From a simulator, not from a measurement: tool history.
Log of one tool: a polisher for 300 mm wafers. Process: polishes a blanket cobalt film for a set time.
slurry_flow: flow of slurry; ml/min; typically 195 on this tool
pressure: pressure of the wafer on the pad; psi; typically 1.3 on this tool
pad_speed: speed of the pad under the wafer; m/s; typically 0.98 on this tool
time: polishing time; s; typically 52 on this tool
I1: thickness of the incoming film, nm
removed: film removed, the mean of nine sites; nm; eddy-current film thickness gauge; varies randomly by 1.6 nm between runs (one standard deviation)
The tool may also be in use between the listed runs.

{"run": 1, "day": 0.0, "slurry_flow": 195, "pressure": 1.3, "pad_speed": 0.98, "time": 59, "I1": 839.6, "removed": 155.6}
{"run": 2, "day": 3.554, "slurry_flow": 195, "pressure": 1.3, "pad_speed": 0.98, "time": 52, "I1": 845.8, "removed": 132.8}
{"day": 5.033, "done": "worn pad replaced by a new one"}
{"run": 3, "day": 5.212, "slurry_flow": 195, "pressure": 1.3, "pad_speed": 0.98, "time": 52, "I1": 838.8, "removed": 133.3}
{"run": 4, "day": 7.533, "slurry_flow": 195, "pressure": 1.3, "pad_speed": 0.98, "time": 52, "I1": 840.5, "removed": 131.2}
{"day": 9.571, "done": "slurry nozzle cleaned"}
{"run": 5, "day": 11.188, "slurry_flow": 195, "pressure": 1.3, "pad_speed": 0.98, "time": 52, "I1": 835.1, "removed": 131.5}
{"run": 6, "day": 14.808, "slurry_flow": 195, "pressure": 1.3, "pad_speed": 0.98, "time": 52, "I1": 844.7, "removed": 128.2}
{"run": 7, "day": 18.592, "slurry_flow": 195, "pressure": 1.3, "pad_speed": 0.98, "time": 52, "I1": 824.9, "removed": 126.7}
{"day": 20.146, "done": "worn pad replaced by a new one"}
{"run": 8, "day": 21.717, "slurry_flow": 195, "pressure": 1.3, "pad_speed": 0.98, "time": 52, "I1": 838.7, "removed": 126.4}
{"run": 9, "day": 23.992, "slurry_flow": 195, "pressure": 1.3, "pad_speed": 0.98, "time": 52, "I1": 844.4, "removed": 123.5}
{"day": 26.4, "done": "slurry nozzle cleaned"}
{"day": 26.671, "done": "head pressure recalibrated"}
{"run": 10, "day": 27.558, "slurry_flow": 195, "pressure": 1.3, "pad_speed": 0.98, "time": 52, "I1": 845.1, "removed": 133.6}
{"run": 11, "day": 30.475, "slurry_flow": 195, "pressure": 1.3, "pad_speed": 0.88, "time": 52, "I1": 842.7, "removed": 122.8}
{"run": 12, "day": 34.646, "slurry_flow": 195, "pressure": 1.3, "pad_speed": 0.88, "time": 52, "I1": 843.5, "removed": 120.9}
{"run": 13, "day": 37.546, "slurry_flow": 195, "pressure": 1.3, "pad_speed": 0.98, "time": 52, "I1": 840.9, "removed": 138.9}
{"day": 39.162, "done": "worn pad replaced by a new one"}
{"run": 14, "day": 40.629, "slurry_flow": 195, "pressure": 1.3, "pad_speed": 0.98, "time": 41, "I1": 856.9, "removed": 106.1}
{"run": 15, "day": 44.883, "slurry_flow": 170, "pressure": 1, "pad_speed": 0.98, "time": 52, "I1": 834, "removed": 100.3}
{"day": 45.025, "done": "slurry nozzle cleaned"}
{"run": 16, "day": 46.421, "slurry_flow": 195, "pressure": 1.3, "pad_speed": 0.98, "time": 52, "I1": 828.2, "removed": 132.7}
{"run": 17, "day": 50.2, "slurry_flow": 140, "pressure": 1, "pad_speed": 1.16, "time": 45, "I1": 835.3, "removed": 98.8}
{"run": 18, "day": 52.038, "slurry_flow": 160, "pressure": 1.3, "pad_speed": 0.98, "time": 64, "I1": 847.1, "removed": 157.5}
{"day": 54.746, "done": "worn pad replaced by a new one"}
{"run": 19, "day": 56.138, "slurry_flow": 195, "pressure": 1.3, "pad_speed": 0.98, "time": 52, "I1": 849.3, "removed": 127.6}
{"run": 20, "day": 57.688, "slurry_flow": 160, "pressure": 0.9, "pad_speed": 1.12, "time": 68, "I1": 835.4, "removed": 129.5}
{"run": 21, "day": 62.146, "slurry_flow": 220, "pressure": 1.3, "pad_speed": 0.8, "time": 52, "I1": 845.3, "removed": 103.5}
{"day": 63.546, "done": "slurry nozzle cleaned"}
{"run": 22, "day": 63.696, "slurry_flow": 195, "pressure": 1.3, "pad_speed": 0.98, "time": 52, "I1": 849.7, "removed": 124.8}
{"run": 23, "day": 66.142, "slurry_flow": 195, "pressure": 1.8, "pad_speed": 0.98, "time": 52, "I1": 836.5, "removed": 173}
{"day": 67.529, "done": "head pressure recalibrated"}
{"run": 24, "day": 69.75, "slurry_flow": 195, "pressure": 1.3, "pad_speed": 0.98, "time": 52, "I1": 842.9, "removed": 135.2}
{"day": 73.829, "done": "worn pad replaced by a new one"}
{"run": 25, "day": 74.012, "slurry_flow": 195, "pressure": 0.9, "pad_speed": 0.98, "time": 52, "I1": 844.3, "removed": 93.9}
{"run": 26, "day": 75.896, "slurry_flow": 170, "pressure": 1.1, "pad_speed": 1.22, "time": 65, "I1": 839, "removed": 173.9}
{"run": 27, "day": 79.417, "slurry_flow": 195, "pressure": 1.5, "pad_speed": 1.2, "time": 52, "I1": 834.9, "removed": 186.3}
{"day": 79.65, "done": "slurry nozzle cleaned"}
{"run": 28, "day": 81.538, "slurry_flow": 235, "pressure": 1.3, "pad_speed": 0.88, "time": 57, "I1": 842.8, "removed": 130.3}
{"run": 29, "day": 85.592, "slurry_flow": 260, "pressure": 1.4, "pad_speed": 0.98, "time": 36, "I1": 837.5, "removed": 102}

Hidden state or all else? Some run-to-run changes of removed, split into what the settings, what came in and random variation would give without the hidden state, and what is left for the hidden state (with any gauge scatter that isn't in both results):
The hidden state here: removal rate lost through wear of the pad, %; slurry flow missing at the pad, %; deviation of the head's pressure from its setpoint, %.
Run 9 -> 10: slurry nozzle cleaned, head pressure recalibrated. removed +10.1 nm: hidden state +11.8, all else -1.7.
Run 17 -> 18: slurry_flow 140 -> 160, pressure 1 -> 1.3, pad_speed 1.16 -> 0.98, time 45 -> 64. removed +58.7 nm: hidden state -3.1, all else +61.8.
Run 23 -> 24: pressure 1.8 -> 1.3, head pressure recalibrated. removed -37.8 nm: hidden state +16.3, all else -54.1.
Run 25 -> 26: slurry_flow 195 -> 170, pressure 0.9 -> 1.1, pad_speed 0.98 -> 1.22, time 52 -> 65. removed +80 nm: hidden state -2.3, all else +82.3.

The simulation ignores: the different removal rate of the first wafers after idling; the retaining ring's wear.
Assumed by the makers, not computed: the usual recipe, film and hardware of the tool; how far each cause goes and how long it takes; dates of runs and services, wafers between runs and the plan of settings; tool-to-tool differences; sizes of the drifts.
